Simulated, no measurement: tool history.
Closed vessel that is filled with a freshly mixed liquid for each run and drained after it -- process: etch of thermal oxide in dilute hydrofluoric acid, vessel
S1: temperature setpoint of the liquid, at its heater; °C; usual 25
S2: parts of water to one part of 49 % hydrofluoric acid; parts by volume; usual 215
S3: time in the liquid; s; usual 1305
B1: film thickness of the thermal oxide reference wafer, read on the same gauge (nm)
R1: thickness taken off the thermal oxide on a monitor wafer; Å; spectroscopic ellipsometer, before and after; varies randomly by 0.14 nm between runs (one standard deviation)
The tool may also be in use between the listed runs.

| run | day | S1 | S2 | S3 | B1 | R1 |
|---|---|---|---|---|---|---|
| 1 | 0 | 25 | 215 | 1305 | 129.99 | 241.6 |
|  | 2.171 | thermometer replaced |
| 2 | 2.583 | 21.5 | 215 | 1305 | 130.01 | 213.9 |
|  | 3.421 | hydrofluoric acid flow meter replaced |
| 3 | 5.121 | 25 | 240 | 1305 | 130 | 224.7 |
|  | 5.729 | gauge calibrated |
| 4 | 15.583 | 25 | 215 | 1305 | 130 | 253.9 |
| 5 | 19.35 | 22.5 | 215 | 1020 | 130 | 180.9 |
| 6 | 21.612 | 22.5 | 215 | 1020 | 129.99 | 180 |
| 7 | 24.35 | 22.5 | 215 | 1020 | 130 | 176.6 |
| 8 | 27.808 | 25 | 215 | 1305 | 130 | 249.5 |
| 9 | 29.671 | 25 | 215 | 1305 | 129.99 | 250.5 |
| 10 | 32.425 | 25 | 215 | 1305 | 130.01 | 247.8 |
| 11 | 36.554 | 25 | 120 | 1305 | 130.01 | 491.3 |
| 12 | 38.592 | 25 | 215 | 1305 | 130.01 | 247.4 |
| 13 | 40.229 | 28 | 135 | 965 | 130.01 | 359.6 |
| 14 | 42.138 | 29.5 | 290 | 1305 | 130 | 193.7 |
| 15 | 45.812 | 25 | 215 | 1305 | 129.99 | 246.5 |
| 16 | 48.796 | 25 | 175 | 1305 | 130 | 312.9 |
|  | 51.367 | hydrofluoric acid flow meter replaced |
| 17 | 52.267 | 25 | 215 | 1305 | 130.02 | 254.3 |
| 18 | 54.783 | 25 | 260 | 1745 | 130.01 | 270.3 |
| 19 | 58.662 | 30 | 145 | 1305 | 130 | 492.6 |
| 20 | 61.238 | 25 | 315 | 1815 | 130 | 218.5 |
| 21 | 64.279 | 23.5 | 150 | 1305 | 130 | 370.1 |
| 22 | 74.312 | 21.5 | 135 | 1305 | 129.99 | 380.6 |
| 23 | 76.258 | 25 | 165 | 1305 | 130 | 340.3 |
| 24 | 78.525 | 21.5 | 215 | 1905 | 130.01 | 316 |
| 25 | 81.525 | 25 | 185 | 1305 | 130.01 | 298.7 |
| 26 | 84.929 | 22 | 285 | 600 | 130 | 72.1 |
| 27 | 86.554 | 27.5 | 215 | 1615 | 129.99 | 335.3 |
| 28 | 88.625 | 21.5 | 280 | 1515 | 130 | 181.4 |
| 29 | 92.758 | 25 | 280 | 1305 | 129.99 | 175.4 |
| 30 | 96.462 | 28 | 105 | 910 | 130.01 | 444 |
| 31 | 98.95 | 21.5 | 215 | 1305 | 129.99 | 212.3 |
| 32 | 102 | 25 | 215 | 1305 | 129.99 | 243.9 |

Difference, measured minus no-hidden-state, one row per run. Run-to-run variation is common to both terms; the gauge's own scatter need not be:
Hidden state present: liquid colder than its thermometer reads (K); hydrofluoric acid flow below the setpoint (%); gauge reads high (%).
| run | R1 |
|---|---|
| 1 | -15.7 |
| 2 | -14.4 |
| 3 | -1.2 |
| 4 | -4.5 |
| 5 | -4 |
| 6 | -4.5 |
| 7 | -4.9 |
| 8 | -8.1 |
| 9 | -8.7 |
| 10 | -9.5 |
| 11 | -19.7 |
| 12 | -11.4 |
| 13 | -16.4 |
| 14 | -10.5 |
| 15 | -13.5 |
| 16 | -17.9 |
| 17 | -0.5 |
| 18 | -1.4 |
| 19 | -4.5 |
| 20 | -2.9 |
| 21 | -5.7 |
| 22 | -10 |
| 23 | -10.1 |
| 24 | -10.4 |
| 25 | -10.9 |
| 26 | -3.1 |
| 27 | -14.8 |
| 28 | -8.6 |
| 29 | -9.4 |
| 30 | -23.1 |
| 31 | -12.4 |
| 32 | -15.5 |

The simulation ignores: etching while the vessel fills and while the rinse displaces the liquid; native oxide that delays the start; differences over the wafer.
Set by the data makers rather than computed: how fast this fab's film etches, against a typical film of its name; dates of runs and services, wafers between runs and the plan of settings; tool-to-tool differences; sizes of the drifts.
